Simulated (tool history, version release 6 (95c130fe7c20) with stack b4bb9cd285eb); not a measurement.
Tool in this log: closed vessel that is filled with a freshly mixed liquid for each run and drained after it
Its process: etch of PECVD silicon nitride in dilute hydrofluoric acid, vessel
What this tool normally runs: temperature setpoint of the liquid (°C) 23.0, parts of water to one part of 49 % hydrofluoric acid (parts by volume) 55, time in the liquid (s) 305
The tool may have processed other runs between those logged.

run,hour,temperature setpoint of the liquid (°C),parts of water to one part of 49 % hydrofluoric acid (parts by volume),time in the liquid (s),"read-back film thickness of the PECVD silicon nitride reference wafer, read on the same gauge (nm)",thickness taken off the PECVD silicon nitride on a monitor wafer (nm)
1,0.0,23.0,55,265,99.98,24.51
2,53.6,23.0,55,305,99.96,28.26
3,91.1,23.0,55,305,99.98,27.88
4,296.0,19.0,55,440,100.00,31.13
5,349.4,19.0,55,440,100.00,30.97
6,420.5,23.0,55,305,99.99,28.33
7,449.8,23.0,55,305,100.02,28.28
8,518.9,23.0,55,305,100.04,28.30
9,546.5,21.0,55,305,99.98,24.58
# hour 561.3: hydrofluoric acid flow meter replaced
10,712.9,21.0,55,305,99.99,24.75
11,759.8,23.0,40,305,99.99,38.42
12,828.3,27.5,85,190,100.00,15.52
13,892.6,27.5,30,235,99.99,53.77
14,957.0,23.0,55,305,99.97,28.05
# hour 1042.9: gauge calibrated
# hour 1060.5: thermometer replaced
15,1138.6,24.5,40,410,100.01,56.85
16,1169.5,23.0,55,305,99.95,28.07
17,1198.1,23.0,55,305,100.00,28.10
18,1260.8,23.0,45,415,100.02,46.58
19,1326.5,23.0,70,305,100.00,22.21
20,1357.0,18.0,35,425,99.99,42.82
21,1411.7,24.5,55,305,99.99,31.33

Consider 3 possible next runs. They are alternatives, not a sequence: every one starts from the tool as it was left by run 21. What does each give?
A,1412.4,23.0,55,305,?,?
B,1412.4,23.0,40,215,?,?
C,1412.4,24.5,55,360,?,?

run,"read-back film thickness of the PECVD silicon nitride reference wafer, read on the same gauge (nm)",thickness taken off the PECVD silicon nitride on a monitor wafer (nm)
A,100.00,28.38
B,100.00,27.30
C,100.00,37.06
Without the tool's unlogged condition, the same runs would have read:
run,thickness taken off the PECVD silicon nitride on a monitor wafer (nm)
A,28.38
B,27.30
C,37.06

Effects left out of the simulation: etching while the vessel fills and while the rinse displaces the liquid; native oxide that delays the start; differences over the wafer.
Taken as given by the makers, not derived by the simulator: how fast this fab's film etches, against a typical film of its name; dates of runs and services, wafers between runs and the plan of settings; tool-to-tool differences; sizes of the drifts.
